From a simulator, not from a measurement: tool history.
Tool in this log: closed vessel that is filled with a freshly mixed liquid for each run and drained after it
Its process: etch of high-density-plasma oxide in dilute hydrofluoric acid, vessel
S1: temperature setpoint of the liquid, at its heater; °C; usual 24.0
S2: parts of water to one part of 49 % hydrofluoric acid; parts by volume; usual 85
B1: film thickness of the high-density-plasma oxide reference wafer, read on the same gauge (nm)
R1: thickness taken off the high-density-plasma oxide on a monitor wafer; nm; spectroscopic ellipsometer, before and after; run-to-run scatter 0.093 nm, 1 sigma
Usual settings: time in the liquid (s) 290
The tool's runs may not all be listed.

Run 1, day 0.000: usual settings; B1 40.01. Result: R1 18.95 nm.
Run 2, day 1.271: usual settings; B1 40.00. Result: R1 18.85 nm.
Run 3, day 4.400: usual settings; B1 40.00. Result: R1 18.86 nm.
Run 4, day 5.521: usual settings but time in the liquid (s) 190; B1 40.03. Result: R1 12.25 nm.
Run 5, day 6.375: usual settings but time in the liquid (s) 190; B1 39.96. Result: R1 12.26 nm.
Run 6, day 7.304: usual settings but time in the liquid (s) 180; B1 40.01. Result: R1 11.64 nm.
Run 7, day 8.642: usual settings but time in the liquid (s) 180; B1 40.01. Result: R1 11.67 nm.
Run 8, day 9.679: usual settings; B1 40.01. Result: R1 18.78 nm.
Run 9, day 14.125: usual settings; B1 39.98. Result: R1 18.82 nm.
Run 10, day 15.592: usual settings; B1 40.01. Result: R1 18.88 nm.
Run 11, day 16.362: usual settings; B1 40.00. Result: R1 18.74 nm.
At day 17.354: thermometer replaced.
Run 12, day 18.438: usual settings; B1 40.02. Result: R1 18.73 nm.
Run 13, day 19.275: usual settings; B1 40.00. Result: R1 18.82 nm.
Run 14, day 20.454: usual settings; B1 39.93. Result: R1 18.80 nm.
Run 15, day 21.729: usual settings; B1 39.96. Result: R1 18.77 nm.
Run 16, day 22.733: usual settings; B1 39.98. Result: R1 18.60 nm.
Run 17, day 24.004: usual settings but S1 28.0 °C, S2 105 parts by volume, time in the liquid (s) 180; B1 40.04. Result: R1 10.75 nm.
Run 18, day 25.204: usual settings but S1 21.0 °C, S2 65 parts by volume, time in the liquid (s) 225; B1 39.97. Result: R1 17.30 nm.
Run 19, day 25.842: usual settings but S1 22.0 °C, S2 95 parts by volume, time in the liquid (s) 135; B1 39.97. Result: R1 7.09 nm.
At day 26.162: hydrofluoric acid flow meter replaced.
Run 20, day 29.433: usual settings but S1 20.5 °C, S2 55 parts by volume, time in the liquid (s) 460; B1 40.02. Result: R1 41.45 nm.
Run 21, day 29.979: usual settings; B1 40.03. Result: R1 18.70 nm.
Run 22, day 31.075: usual settings; B1 39.98. Result: R1 18.70 nm.
At day 31.867: gauge calibrated.
Run 23, day 32.071: usual settings; B1 39.99. Result: R1 18.76 nm.
Run 24, day 32.612: usual settings; B1 40.03. Result: R1 18.73 nm.
Run 25, day 33.612: usual settings; B1 39.98. Result: R1 18.62 nm.
Run 26, day 34.429: usual settings but time in the liquid (s) 145; B1 39.95. Result: R1 9.26 nm.
Run 27, day 35.333: usual settings but S1 22.5 °C, time in the liquid (s) 425; B1 39.96. Result: R1 25.87 nm.
Run 28, day 36.517: usual settings but S1 21.5 °C, time in the liquid (s) 180; B1 39.96. Result: R1 10.43 nm.
Run 29, day 37.779: usual settings but S2 110 parts by volume; B1 39.98. Result: R1 14.12 nm.
Run 30, day 39.108: usual settings but S1 25.5 °C, S2 110 parts by volume; B1 40.01. Result: R1 14.93 nm.
Run 31, day 40.492: usual settings but S2 95 parts by volume; B1 40.03. Result: R1 16.57 nm.
Run 32, day 40.996: usual settings; B1 39.99. Result: R1 18.63 nm.

Run-by-run hidden state of the tool:
liquid hotter than its thermometer reads (K): 0 in every run
hydrofluoric acid flow below the setpoint (%): 0 in every run
gauge reads high (%): 0 in every run

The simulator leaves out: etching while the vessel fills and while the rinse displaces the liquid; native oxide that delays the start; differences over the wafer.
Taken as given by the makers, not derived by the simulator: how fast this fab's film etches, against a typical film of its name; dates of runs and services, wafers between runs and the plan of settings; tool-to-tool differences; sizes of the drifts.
